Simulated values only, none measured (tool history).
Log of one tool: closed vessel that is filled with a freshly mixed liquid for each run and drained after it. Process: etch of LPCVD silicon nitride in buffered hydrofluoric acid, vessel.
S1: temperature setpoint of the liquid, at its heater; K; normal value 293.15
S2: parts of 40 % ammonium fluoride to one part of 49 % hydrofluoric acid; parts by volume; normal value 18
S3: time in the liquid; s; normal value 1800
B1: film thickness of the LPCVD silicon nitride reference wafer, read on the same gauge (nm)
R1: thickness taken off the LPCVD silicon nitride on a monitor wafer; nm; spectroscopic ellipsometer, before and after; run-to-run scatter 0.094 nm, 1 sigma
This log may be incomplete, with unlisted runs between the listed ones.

run,hour,S1,S2,S3,B1,R1
1,0,293.15,18,1800,140.02,10.53
2,58.9,293.15,18,1800,140,10.38
3,85.6,293.15,18,1800,139.98,10.34
4,127.1,293.15,18,1800,140.01,10.38
5,165.4,293.15,18,1800,140.03,10.3
6,197.1,293.15,18,1800,140.02,10.41
7,301.5,293.15,18,975,140.02,5.65
8,358.3,293.15,18,975,140.01,5.67
9,404,293.15,18,1800,140.01,10.55
# hour 406.5: gauge calibrated
10,454.5,290.15,14,1800,140.02,11.37
# hour 478.3: hydrofluoric acid flow meter replaced
11,489.3,297.15,24,2125,140.01,12.36
# hour 511.2: thermometer replaced
12,529.7,290.15,20.5,1125,140.01,4.96
13,582,293.15,20,1800,140.05,9.42
14,618.3,290.15,15.5,1135,139.97,6.31
15,684.9,297.15,23,1800,140.02,10.55
16,733.7,293.15,18,1800,140,10.47
17,766.6,293.15,11.5,1800,140.03,16.43
18,831.5,293.15,18,1800,140.01,10.48
19,871.4,293.15,12.5,1800,139.98,14.85

Forecast each of these 5 alternatives for the next run:
A,872.5,293.15,18,1800,?,?
B,872.5,291.65,18,1510,?,?
C,872.5,293.15,18,1380,?,?
D,872.5,291.65,22,2185,?,?
E,872.5,293.15,14,890,?,?

run,B1,R1
A,139.99,10.45
B,139.99,8.06
C,139.99,8.01
D,139.99,9.83
E,139.99,6.62
Without the tool's unlogged condition, the same runs would have read:
run,R1
A,10.45
B,8.06
C,8.01
D,9.83
E,6.62
